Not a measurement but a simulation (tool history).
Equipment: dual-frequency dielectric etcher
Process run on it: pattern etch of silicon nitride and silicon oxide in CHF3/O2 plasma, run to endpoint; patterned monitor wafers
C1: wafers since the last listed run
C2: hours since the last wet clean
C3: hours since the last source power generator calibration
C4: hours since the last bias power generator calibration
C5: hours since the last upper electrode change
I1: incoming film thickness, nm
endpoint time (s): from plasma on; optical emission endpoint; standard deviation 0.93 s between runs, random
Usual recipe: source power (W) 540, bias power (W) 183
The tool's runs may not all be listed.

Run 1, hour 0.0: usual settings but bias power (W) 169; C1 0; C2 415.9; C3 3488.6; C4 4620.8; C5 1616.3; I1 245.6. Result: endpoint time (s) 178.3.
Run 2, hour 53.2: usual settings but bias power (W) 169; C1 471; C2 469.1; C3 3541.8; C4 4674.0; C5 1669.5; I1 242.4. Result: endpoint time (s) 178.8.
At hour 104.6: wet clean of the chamber.
Run 3, hour 105.1: usual settings but source power (W) 500; C1 247; C2 0.5; C3 3593.7; C4 4725.9; C5 1721.4; I1 245.3. Result: endpoint time (s) 177.6.
Run 4, hour 129.3: usual settings but source power (W) 500; C1 214; C2 24.7; C3 3617.9; C4 4750.1; C5 1745.6; I1 244.4. Result: endpoint time (s) 177.2.
Run 5, hour 156.1: usual settings but source power (W) 500; C1 237; C2 51.5; C3 3644.7; C4 4776.9; C5 1772.4; I1 243.5. Result: endpoint time (s) 176.1.
Run 6, hour 227.5: usual settings but bias power (W) 150; C1 632; C2 122.9; C3 3716.1; C4 4848.3; C5 1843.8; I1 241.9. Result: endpoint time (s) 186.5.
Run 7, hour 292.2: usual settings but bias power (W) 150; C1 572; C2 187.6; C3 3780.8; C4 4913.0; C5 1908.5; I1 245.1. Result: endpoint time (s) 188.5.
Run 8, hour 340.2: usual settings but bias power (W) 161; C1 425; C2 235.6; C3 3828.8; C4 4961.0; C5 1956.5; I1 244.1. Result: endpoint time (s) 181.0.
At hour 380.9: upper electrode replaced.
Run 9, hour 408.1: usual settings but source power (W) 640, bias power (W) 222; C1 388; C2 303.5; C3 3896.7; C4 5028.9; C5 27.2; I1 242.0. Result: endpoint time (s) 151.6.
Run 10, hour 441.6: usual settings but source power (W) 630, bias power (W) 225; C1 296; C2 337.0; C3 3930.2; C4 5062.4; C5 60.7; I1 244.5. Result: endpoint time (s) 153.5.

What will run 11 give?
At hour 468.2: source power generator calibrated.
Run 11, hour 468.7: usual settings but bias power (W) 165; C1 204; C2 364.1; C3 0.5; C4 5089.5; C5 87.8; I1 245.5. Result: endpoint time (s) ?.

{"run 11": {"endpoint time (s)": 181.4}}
Minus the tool's unlogged condition, the same run would have read endpoint time (s) 181.4.
